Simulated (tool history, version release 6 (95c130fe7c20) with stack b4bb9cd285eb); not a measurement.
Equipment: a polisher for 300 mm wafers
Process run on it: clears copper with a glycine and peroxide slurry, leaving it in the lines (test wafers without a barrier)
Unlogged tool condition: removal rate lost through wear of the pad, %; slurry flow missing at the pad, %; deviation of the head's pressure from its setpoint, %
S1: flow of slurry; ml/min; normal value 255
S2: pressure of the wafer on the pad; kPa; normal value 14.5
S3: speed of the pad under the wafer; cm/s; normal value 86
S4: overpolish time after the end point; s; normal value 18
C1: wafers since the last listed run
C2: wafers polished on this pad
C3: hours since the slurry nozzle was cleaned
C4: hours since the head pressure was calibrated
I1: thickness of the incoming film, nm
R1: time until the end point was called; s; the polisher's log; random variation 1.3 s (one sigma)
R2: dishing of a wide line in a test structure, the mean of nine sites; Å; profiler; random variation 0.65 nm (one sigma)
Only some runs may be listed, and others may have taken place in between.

Run 1, hour 0: usual settings but S1 290 ml/min; C1 0; C2 240; C3 211.8; C4 163.6; I1 346.7. Result: R1 103.3 s, R2 461 Å.
Run 2, hour 13: usual settings; C1 71; C2 312; C3 224.8; C4 176.6; I1 349.3. Result: R1 105 s, R2 456 Å.
Run 3, hour 30.3: usual settings; C1 95; C2 408; C3 242.1; C4 193.9; I1 350.7. Result: R1 103.5 s, R2 460 Å.
Run 4, hour 46.9: usual settings but S1 325 ml/min, S2 17.9 kPa; C1 91; C2 500; C3 258.7; C4 210.5; I1 353.2. Result: R1 87.6 s, R2 537 Å.
Run 5, hour 61.3: usual settings but S1 325 ml/min, S2 17.9 kPa; C1 79; C2 579; C3 273.1; C4 224.9; I1 346.6. Result: R1 86.7 s, R2 533 Å.
Run 6, hour 77.4: usual settings but S1 325 ml/min, S2 17.9 kPa; C1 89; C2 668; C3 289.2; C4 241; I1 346. Result: R1 85.3 s, R2 530 Å.
Run 7, hour 91.7: usual settings but S2 17.9 kPa; C1 79; C2 748; C3 303.5; C4 255.3; I1 344.5. Result: R1 89.3 s, R2 524 Å.
At hour 98.8: slurry nozzle cleaned.
Run 8, hour 103.6: usual settings but S2 17.9 kPa; C1 60; C2 808; C3 4.8; C4 267.2; I1 342.7. Result: R1 91.1 s, R2 511 Å.
Run 9, hour 113: usual settings but S2 17.9 kPa; C1 51; C2 860; C3 14.2; C4 276.6; I1 349. Result: R1 93.9 s, R2 514 Å.
Run 10, hour 123.4: usual settings but S4 23 s; C1 57; C2 917; C3 24.6; C4 287; I1 343.6. Result: R1 109.5 s, R2 532 Å.
Run 11, hour 136.1: usual settings but S4 23 s; C1 70; C2 988; C3 37.3; C4 299.7; I1 342.9. Result: R1 107 s, R2 526 Å.
At hour 154.9: worn pad replaced by a new one.
Run 12, hour 155.4: usual settings; C1 84; C2 2; C3 56.6; C4 319; I1 349. Result: R1 109.7 s, R2 440 Å.
Run 13, hour 170.2: usual settings; C1 81; C2 84; C3 71.4; C4 333.8; I1 349. Result: R1 110 s, R2 437 Å.
At hour 174.3: slurry nozzle cleaned, repeated, since the last time left the tool worse.
At hour 180.3: head pressure recalibrated.
Run 14, hour 180.8: usual settings but S2 17.9 kPa; C1 42; C2 126; C3 6.5; C4 0.5; I1 343.2. Result: R1 84.3 s, R2 529 Å.
Run 15, hour 189.4: usual settings but S3 100 cm/s; C1 47; C2 174; C3 15.1; C4 9.1; I1 345.7. Result: R1 92.8 s, R2 508 Å.
Run 16, hour 199.2: usual settings but S1 215 ml/min, S3 74 cm/s, S4 23 s; C1 54; C2 228; C3 24.9; C4 18.9; I1 343.7. Result: R1 115 s, R2 517 Å.
Run 17, hour 209: usual settings but S1 185 ml/min, S2 11.7 kPa, S3 76 cm/s, S4 21 s; C1 54; C2 282; C3 34.7; C4 28.7; I1 343.5. Result: R1 133.7 s, R2 415 Å.
Run 18, hour 217.7: usual settings but S1 170 ml/min, S2 16.5 kPa, S3 62 cm/s, S4 23 s; C1 48; C2 330; C3 43.4; C4 37.4; I1 349.7. Result: R1 125.6 s, R2 495 Å.
Run 19, hour 233.3: usual settings; C1 86; C2 417; C3 59; C4 53; I1 347.2. Result: R1 105.4 s, R2 469 Å.
Run 20, hour 244.5: usual settings but S2 12.4 kPa, S4 14 s; C1 61; C2 479; C3 70.2; C4 64.2; I1 343.9. Result: R1 113.6 s, R2 335 Å.
Run 21, hour 253.3: usual settings but S2 16.5 kPa; C1 48; C2 527; C3 79; C4 73; I1 342.4. Result: R1 88.3 s, R2 507 Å.
Run 22, hour 267.8: usual settings but S4 27 s; C1 80; C2 607; C3 93.5; C4 87.5; I1 346.3. Result: R1 101.7 s, R2 637 Å.
Run 23, hour 282.6: usual settings but S3 98 cm/s, S4 8 s; C1 81; C2 689; C3 108.3; C4 102.3; I1 343.4. Result: R1 89.9 s, R2 245 Å.
Run 24, hour 288.8: usual settings but S1 180 ml/min, S2 13.1 kPa, S3 60 cm/s, S4 10 s; C1 34; C2 724; C3 114.5; C4 108.5; I1 349.9. Result: R1 147.1 s, R2 206 Å.
Run 25, hour 299: usual settings but S1 185 ml/min, S3 106 cm/s; C1 56; C2 780; C3 124.7; C4 118.7; I1 341.4. Result: R1 88.2 s, R2 506 Å.
Run 26, hour 305.9: usual settings but S2 17.2 kPa, S4 24 s; C1 38; C2 818; C3 131.6; C4 125.6; I1 342.5. Result: R1 87.7 s, R2 637 Å.
Run 27, hour 314: usual settings but S3 96 cm/s; C1 44; C2 863; C3 139.7; C4 133.7; I1 341.2. Result: R1 92.1 s, R2 480 Å.

What the log doesn't show, run by run:
removal rate lost through wear of the pad, %: 0 across all the runs
deviation of the head's pressure from its setpoint, %: 0 across all the runs
H1: slurry flow missing at the pad, %
run    H1
  1  15.1
  2  16.9
  3  19.4
  4    22
  5  24.4
  6  27.3
  7  29.9
  8  50.3
  9  50.3
 10  50.4
 11  50.7
 12  51.3
 13  51.8
 14  2.29
 15  2.34
 16  2.47
 17  2.65
 18  2.86
 19  3.36
 20  3.81
 21  4.22
 22     5
 23  5.93
 24  6.36
 25  7.12
 26  7.68
 27  8.36

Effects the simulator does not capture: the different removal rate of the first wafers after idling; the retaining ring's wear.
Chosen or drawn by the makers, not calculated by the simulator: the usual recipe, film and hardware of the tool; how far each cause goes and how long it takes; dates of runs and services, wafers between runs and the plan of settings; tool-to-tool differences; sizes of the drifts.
